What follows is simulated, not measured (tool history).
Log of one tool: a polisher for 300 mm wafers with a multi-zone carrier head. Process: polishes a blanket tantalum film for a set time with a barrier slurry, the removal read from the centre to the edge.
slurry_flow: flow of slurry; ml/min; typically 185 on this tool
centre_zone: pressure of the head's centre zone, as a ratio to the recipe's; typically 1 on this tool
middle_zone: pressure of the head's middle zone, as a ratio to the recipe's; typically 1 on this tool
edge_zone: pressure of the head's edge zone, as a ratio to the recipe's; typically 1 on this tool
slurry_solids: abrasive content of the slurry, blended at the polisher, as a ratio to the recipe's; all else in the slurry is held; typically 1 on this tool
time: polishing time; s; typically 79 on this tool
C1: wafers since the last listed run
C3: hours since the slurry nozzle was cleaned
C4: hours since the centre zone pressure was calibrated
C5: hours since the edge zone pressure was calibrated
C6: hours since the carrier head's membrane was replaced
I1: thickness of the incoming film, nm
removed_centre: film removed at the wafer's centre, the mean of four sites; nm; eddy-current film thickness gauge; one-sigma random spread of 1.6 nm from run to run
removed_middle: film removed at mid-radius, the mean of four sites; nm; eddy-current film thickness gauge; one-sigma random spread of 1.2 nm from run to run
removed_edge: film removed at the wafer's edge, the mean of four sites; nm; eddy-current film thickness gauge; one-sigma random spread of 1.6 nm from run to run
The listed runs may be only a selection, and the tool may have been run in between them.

Run 1, hour 0: usual settings but time 87 s; C1 0; wafers polished on this pad 1533; C3 273.1; C4 3.4; C5 1569.1; C6 1754; I1 479.6. Result: removed_centre 110.1 nm, removed_middle 129.4 nm, removed_edge 125.2 nm.
At hour 18.2: worn pad replaced by a new one.
Run 2, hour 26.8: usual settings but centre_zone 0.94; C1 314; wafers polished on this pad 119; C3 299.9; C4 30.2; C5 1595.9; C6 1780.8; I1 467.6. Result: removed_centre 94.5 nm, removed_middle 113.8 nm, removed_edge 114.5 nm.
Run 3, hour 61.8: usual settings but centre_zone 0.94; C1 483; wafers polished on this pad 602; C3 334.9; C4 65.2; C5 1630.9; C6 1815.8; I1 464.2. Result: removed_centre 95.5 nm, removed_middle 115.9 nm, removed_edge 114.6 nm.
At hour 77: edge zone pressure recalibrated.
Run 4, hour 86.6: usual settings but centre_zone 0.94; C1 314; wafers polished on this pad 917; C3 359.7; C4 90; C5 9.6; C6 1840.6; I1 468.3. Result: removed_centre 95.4 nm, removed_middle 115.7 nm, removed_edge 116.6 nm.
Run 5, hour 106.1: usual settings; C1 269; wafers polished on this pad 1187; C3 379.2; C4 109.5; C5 29.1; C6 1860.1; I1 469.1. Result: removed_centre 102 nm, removed_middle 115.3 nm, removed_edge 114.6 nm.
Run 6, hour 126.6: usual settings but centre_zone 1.03; C1 283; wafers polished on this pad 1470; C3 399.7; C4 130; C5 49.6; C6 1880.6; I1 462.7. Result: removed_centre 102.4 nm, removed_middle 117.5 nm, removed_edge 113.6 nm.
Run 7, hour 142.4: usual settings; C1 218; wafers polished on this pad 1688; C3 415.5; C4 145.8; C5 65.4; C6 1896.4; I1 471.8. Result: removed_centre 101.4 nm, removed_middle 116.3 nm, removed_edge 113.3 nm.
At hour 156.5: centre zone pressure recalibrated, repeated, since the last time left the tool worse.
At hour 171.7: worn pad replaced by a new one.
Run 8, hour 176.3: usual settings but middle_zone 0.95, edge_zone 0.92; C1 385; wafers polished on this pad 63; C3 449.4; C4 19.8; C5 99.3; C6 1930.3; I1 474.5. Result: removed_centre 117.3 nm, removed_middle 112.6 nm, removed_edge 113.7 nm.
At hour 195.5: slurry nozzle cleaned.
Run 9, hour 212.3: usual settings but centre_zone 1.08, slurry_solids 0.85, time 95 s; C1 483; wafers polished on this pad 546; C3 16.8; C4 55.8; C5 135.3; C6 1966.3; I1 477.9. Result: removed_centre 144.8 nm, removed_middle 135.2 nm, removed_edge 132.7 nm.
Run 10, hour 234.2: usual settings but slurry_solids 1.2; C1 302; wafers polished on this pad 849; C3 38.7; C4 77.7; C5 157.2; C6 1988.2; I1 477.4. Result: removed_centre 119.2 nm, removed_middle 121.4 nm, removed_edge 120.4 nm.
At hour 239.8: carrier head's membrane replaced by a new one.
Run 11, hour 262.3: usual settings but middle_zone 1.06; C1 319; wafers polished on this pad 1168; C3 66.8; C4 105.8; C5 185.3; C6 22.5; I1 473.7. Result: removed_centre 114.2 nm, removed_middle 121.8 nm, removed_edge 116.5 nm.
Run 12, hour 276.6: usual settings but slurry_flow 250 ml/min, centre_zone 0.93, edge_zone 0.97; C1 197; wafers polished on this pad 1366; C3 81.1; C4 120.1; C5 199.6; C6 36.8; I1 461. Result: removed_centre 111.9 nm, removed_middle 121.3 nm, removed_edge 117.2 nm.
Run 13, hour 298.8: usual settings but slurry_flow 140 ml/min, middle_zone 1.07, edge_zone 1.07, time 88 s; C1 306; wafers polished on this pad 1672; C3 103.3; C4 142.3; C5 221.8; C6 59; I1 472.6. Result: removed_centre 121.7 nm, removed_middle 128.8 nm, removed_edge 131 nm.
At hour 312.7: worn pad replaced by a new one.
Run 14, hour 313.2: usual settings but middle_zone 1.12, edge_zone 1.06; C1 143; wafers polished on this pad 7; C3 117.7; C4 156.7; C5 236.2; C6 73.4; I1 466.6. Result: removed_centre 113.8 nm, removed_middle 123.9 nm, removed_edge 118.6 nm.
Run 15, hour 347.4: usual settings but middle_zone 1.07, edge_zone 1.04; C1 472; wafers polished on this pad 479; C3 151.9; C4 190.9; C5 270.4; C6 107.6; I1 469.3. Result: removed_centre 115.7 nm, removed_middle 117.8 nm, removed_edge 118.3 nm.
Run 16, hour 381: usual settings; C1 464; wafers polished on this pad 943; C3 185.5; C4 224.5; C5 304; C6 141.2; I1 465.2. Result: removed_centre 116.2 nm, removed_middle 117.7 nm, removed_edge 116.9 nm.
Run 17, hour 402.2: usual settings but middle_zone 0.95, edge_zone 0.92; C1 292; wafers polished on this pad 1236; C3 206.7; C4 245.7; C5 325.2; C6 162.4; I1 473.6. Result: removed_centre 115.1 nm, removed_middle 113.5 nm, removed_edge 110.2 nm.
Run 18, hour 433.7: usual settings but centre_zone 0.95, middle_zone 0.91, edge_zone 1.06, time 56 s; C1 435; wafers polished on this pad 1672; C3 238.2; C4 277.2; C5 356.7; C6 193.9; I1 476.8. Result: removed_centre 75.6 nm, removed_middle 79.2 nm, removed_edge 85.8 nm.
At hour 471: worn pad replaced by a new one.
Run 19, hour 471.5: usual settings but centre_zone 0.94; C1 466; wafers polished on this pad 6; C3 276; C4 315; C5 394.5; C6 231.7; I1 466.5. Result: removed_centre 106.9 nm, removed_middle 116 nm, removed_edge 116.1 nm.
Run 20, hour 495.1: usual settings but slurry_flow 150 ml/min, time 87 s; C1 326; wafers polished on this pad 332; C3 299.6; C4 338.6; C5 418.1; C6 255.3; I1 468.5. Result: removed_centre 118.8 nm, removed_middle 124.2 nm, removed_edge 121.8 nm.

State the hidden condition of the tool at each of the runs:
removal rate lost through wear of the pad, %: 0 at every run
slurry flow missing at the pad, %: 0 at every run
deviation of the edge zone's pressure from its setpoint, %: 0 at every run
H1: deviation of the centre zone's pressure from its setpoint, %
run     H1
  1  -13.6
  2    -14
  3  -14.4
  4  -14.7
  5    -15
  6  -15.2
  7  -15.5
  8  -1.23
  9  -1.69
 10  -1.97
 11  -2.33
 12  -2.52
 13   -2.8
 14  -2.99
 15  -3.43
 16  -3.86
 17  -4.13
 18  -4.54
 19  -5.02
 20  -5.32
